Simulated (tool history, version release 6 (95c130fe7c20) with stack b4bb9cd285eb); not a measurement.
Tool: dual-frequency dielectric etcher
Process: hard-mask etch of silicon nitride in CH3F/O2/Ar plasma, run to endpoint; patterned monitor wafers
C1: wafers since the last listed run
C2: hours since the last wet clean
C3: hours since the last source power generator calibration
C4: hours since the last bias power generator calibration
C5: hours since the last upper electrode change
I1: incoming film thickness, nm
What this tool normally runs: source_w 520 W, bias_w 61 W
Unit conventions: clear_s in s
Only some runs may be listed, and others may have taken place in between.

{"run": 1, "hour": 0.0, "source_w": 520, "bias_w": 61, "C1": 0, "C2": 441.6, "C3": 1079.2, "C4": 2326.5, "C5": 1699.5, "I1": 55.7, "clear_s": 72.0}
{"run": 2, "hour": 49.0, "source_w": 520, "bias_w": 61, "C1": 472, "C2": 490.6, "C3": 1128.2, "C4": 2375.5, "C5": 1748.5, "I1": 55.5, "clear_s": 71.6}
{"hour": 108.8, "done": "wet clean of the chamber"}
{"run": 3, "hour": 109.3, "source_w": 520, "bias_w": 61, "C1": 350, "C2": 0.5, "C3": 1188.5, "C4": 2435.8, "C5": 1808.8, "I1": 55.2, "clear_s": 73.1}
{"run": 4, "hour": 136.6, "source_w": 520, "bias_w": 61, "C1": 263, "C2": 27.8, "C3": 1215.8, "C4": 2463.1, "C5": 1836.1, "I1": 55.2, "clear_s": 73.5}
{"run": 5, "hour": 189.9, "source_w": 520, "bias_w": 57, "C1": 514, "C2": 81.1, "C3": 1269.1, "C4": 2516.4, "C5": 1889.4, "I1": 56.1, "clear_s": 75.2}
{"run": 6, "hour": 226.4, "source_w": 520, "bias_w": 57, "C1": 352, "C2": 117.6, "C3": 1305.6, "C4": 2552.9, "C5": 1925.9, "I1": 55.4, "clear_s": 74.6}
{"run": 7, "hour": 270.2, "source_w": 520, "bias_w": 65, "C1": 422, "C2": 161.4, "C3": 1349.4, "C4": 2596.7, "C5": 1969.7, "I1": 55.7, "clear_s": 71.9}
{"run": 8, "hour": 323.1, "source_w": 520, "bias_w": 65, "C1": 510, "C2": 214.3, "C3": 1402.3, "C4": 2649.6, "C5": 2022.6, "I1": 55.2, "clear_s": 70.8}
{"run": 9, "hour": 385.4, "source_w": 520, "bias_w": 65, "C1": 601, "C2": 276.6, "C3": 1464.6, "C4": 2711.9, "C5": 2084.9, "I1": 55.7, "clear_s": 70.8}
{"run": 10, "hour": 445.1, "source_w": 440, "bias_w": 61, "C1": 576, "C2": 336.3, "C3": 1524.3, "C4": 2771.6, "C5": 2144.6, "I1": 56.0, "clear_s": 77.6}
{"run": 11, "hour": 494.5, "source_w": 440, "bias_w": 61, "C1": 476, "C2": 385.7, "C3": 1573.7, "C4": 2821.0, "C5": 2194.0, "I1": 54.9, "clear_s": 76.1}
{"run": 12, "hour": 534.9, "source_w": 440, "bias_w": 61, "C1": 389, "C2": 426.1, "C3": 1614.1, "C4": 2861.4, "C5": 2234.4, "I1": 55.2, "clear_s": 76.4}
{"run": 13, "hour": 602.9, "source_w": 520, "bias_w": 61, "C1": 656, "C2": 494.1, "C3": 1682.1, "C4": 2929.4, "C5": 2302.4, "I1": 55.6, "clear_s": 71.5}
{"hour": 639.7, "done": "wet clean of the chamber"}
{"hour": 647.2, "done": "bias power generator calibrated"}
{"run": 14, "hour": 666.0, "source_w": 520, "bias_w": 61, "C1": 338, "C2": 26.3, "C3": 1745.2, "C4": 18.8, "C5": 2365.5, "I1": 55.8, "clear_s": 73.6}
{"run": 15, "hour": 712.4, "source_w": 520, "bias_w": 61, "C1": 447, "C2": 72.7, "C3": 1791.6, "C4": 65.2, "C5": 2411.9, "I1": 55.3, "clear_s": 72.8}
{"hour": 870.5, "done": "source power generator calibrated"}
{"run": 16, "hour": 928.4, "source_w": 520, "bias_w": 61, "C1": 2045, "C2": 288.7, "C3": 57.9, "C4": 281.2, "C5": 2627.9, "I1": 55.6, "clear_s": 73.3}
{"run": 17, "hour": 958.3, "source_w": 520, "bias_w": 61, "C1": 288, "C2": 318.6, "C3": 87.8, "C4": 311.1, "C5": 2657.8, "I1": 56.0, "clear_s": 73.8}
{"run": 18, "hour": 1001.3, "source_w": 520, "bias_w": 61, "C1": 414, "C2": 361.6, "C3": 130.8, "C4": 354.1, "C5": 2700.8, "I1": 55.6, "clear_s": 73.0}
{"run": 19, "hour": 1025.4, "source_w": 560, "bias_w": 69, "C1": 232, "C2": 385.7, "C3": 154.9, "C4": 378.2, "C5": 2724.9, "I1": 55.1, "clear_s": 67.8}
{"hour": 1111.0, "done": "wet clean of the chamber"}
{"run": 20, "hour": 1111.5, "source_w": 640, "bias_w": 74, "C1": 599, "C2": 0.5, "C3": 241.0, "C4": 464.3, "C5": 2811.0, "I1": 55.6, "clear_s": 64.2}
{"hour": 1143.3, "done": "upper electrode replaced"}
{"run": 21, "hour": 1143.8, "source_w": 520, "bias_w": 57, "C1": 80, "C2": 32.8, "C3": 273.3, "C4": 496.6, "C5": 0.5, "I1": 55.2, "clear_s": 74.8}
{"run": 22, "hour": 1202.4, "source_w": 400, "bias_w": 57, "C1": 565, "C2": 91.4, "C3": 331.9, "C4": 555.2, "C5": 59.1, "I1": 55.6, "clear_s": 83.6}
{"run": 23, "hour": 1365.4, "source_w": 550, "bias_w": 47, "C1": 1572, "C2": 254.4, "C3": 494.9, "C4": 718.2, "C5": 222.1, "I1": 56.1, "clear_s": 77.5}
{"run": 24, "hour": 1409.4, "source_w": 520, "bias_w": 61, "C1": 424, "C2": 298.4, "C3": 538.9, "C4": 762.2, "C5": 266.1, "I1": 55.9, "clear_s": 72.5}
{"run": 25, "hour": 1463.1, "source_w": 520, "bias_w": 75, "C1": 518, "C2": 352.1, "C3": 592.6, "C4": 815.9, "C5": 319.8, "I1": 55.3, "clear_s": 67.2}
{"run": 26, "hour": 1534.8, "source_w": 440, "bias_w": 46, "C1": 691, "C2": 423.8, "C3": 664.3, "C4": 887.6, "C5": 391.5, "I1": 55.8, "clear_s": 83.7}
{"run": 27, "hour": 1596.2, "source_w": 580, "bias_w": 61, "C1": 592, "C2": 485.2, "C3": 725.7, "C4": 949.0, "C5": 452.9, "I1": 55.7, "clear_s": 69.0}
{"hour": 1661.6, "done": "wet clean of the chamber"}
{"run": 28, "hour": 1689.1, "source_w": 440, "bias_w": 61, "C1": 664, "C2": 27.5, "C3": 818.6, "C4": 1041.9, "C5": 545.8, "I1": 55.6, "clear_s": 78.9}
{"run": 29, "hour": 1745.1, "source_w": 520, "bias_w": 61, "C1": 540, "C2": 83.5, "C3": 874.6, "C4": 1097.9, "C5": 601.8, "I1": 55.9, "clear_s": 74.0}
{"run": 30, "hour": 1773.9, "source_w": 520, "bias_w": 61, "C1": 277, "C2": 112.3, "C3": 903.4, "C4": 1126.7, "C5": 630.6, "I1": 55.3, "clear_s": 73.1}
{"run": 31, "hour": 1818.0, "source_w": 520, "bias_w": 69, "C1": 425, "C2": 156.4, "C3": 947.5, "C4": 1170.8, "C5": 674.7, "I1": 55.0, "clear_s": 69.7}
{"run": 32, "hour": 1863.6, "source_w": 520, "bias_w": 73, "C1": 439, "C2": 202.0, "C3": 993.1, "C4": 1216.4, "C5": 720.3, "I1": 55.5, "clear_s": 69.3}
{"run": 33, "hour": 1923.3, "source_w": 520, "bias_w": 61, "C1": 576, "C2": 261.7, "C3": 1052.8, "C4": 1276.1, "C5": 780.0, "I1": 55.5, "clear_s": 73.2}
{"run": 34, "hour": 1955.0, "source_w": 580, "bias_w": 52, "C1": 305, "C2": 293.4, "C3": 1084.5, "C4": 1307.8, "C5": 811.7, "I1": 55.6, "clear_s": 72.9}

What differs in the tool's unlogged condition from the final listed run ahead of each entry between runs to the first listed run following it?
Runs 2 to 3: wet clean of the chamber (hour 108.8)
  etch rate over this chamber's usual, %: 2.46 -> -0.208; source power that arrives over what is set, %: 3.89 -> 3.97
  measured less the result without the state, clear_s: -2.8 -> -1.0 s
Runs 13 to 14: wet clean of the chamber (hour 639.7); bias power generator calibrated (hour 647.2)
  etch rate over this chamber's usual, %: 2.5 -> 0.414; source power that arrives over what is set, %: 4.41 -> 4.45
  measured less the result without the state, clear_s: -3.0 -> -1.6 s
Runs 15 to 16: source power generator calibrated (hour 870.5)
  etch rate over this chamber's usual, %: 0.668 -> 1.85; source power that arrives over what is set, %: 4.47 -> -0.414
  measured less the result without the state, clear_s: -1.7 -> -1.3 s
Runs 19 to 20: wet clean of the chamber (hour 1111.0)
  etch rate over this chamber's usual, %: 2.39 -> 0.459; source power that arrives over what is set, %: 0.266 -> 0.788
  measured less the result without the state, clear_s: -1.7 -> -0.5 s
Runs 20 to 21: upper electrode replaced (hour 1143.3)
  etch rate over this chamber's usual, %: 0.459 -> 0.636; source power that arrives over what is set, %: 0.788 -> 0.966
  measured less the result without the state, clear_s: -0.5 -> -0.7 s
Runs 27 to 28: wet clean of the chamber (hour 1661.6)
  etch rate over this chamber's usual, %: 3.12 -> -0.39; source power that arrives over what is set, %: 2.71 -> 2.94
  measured less the result without the state, clear_s: -2.9 -> -0.6 s
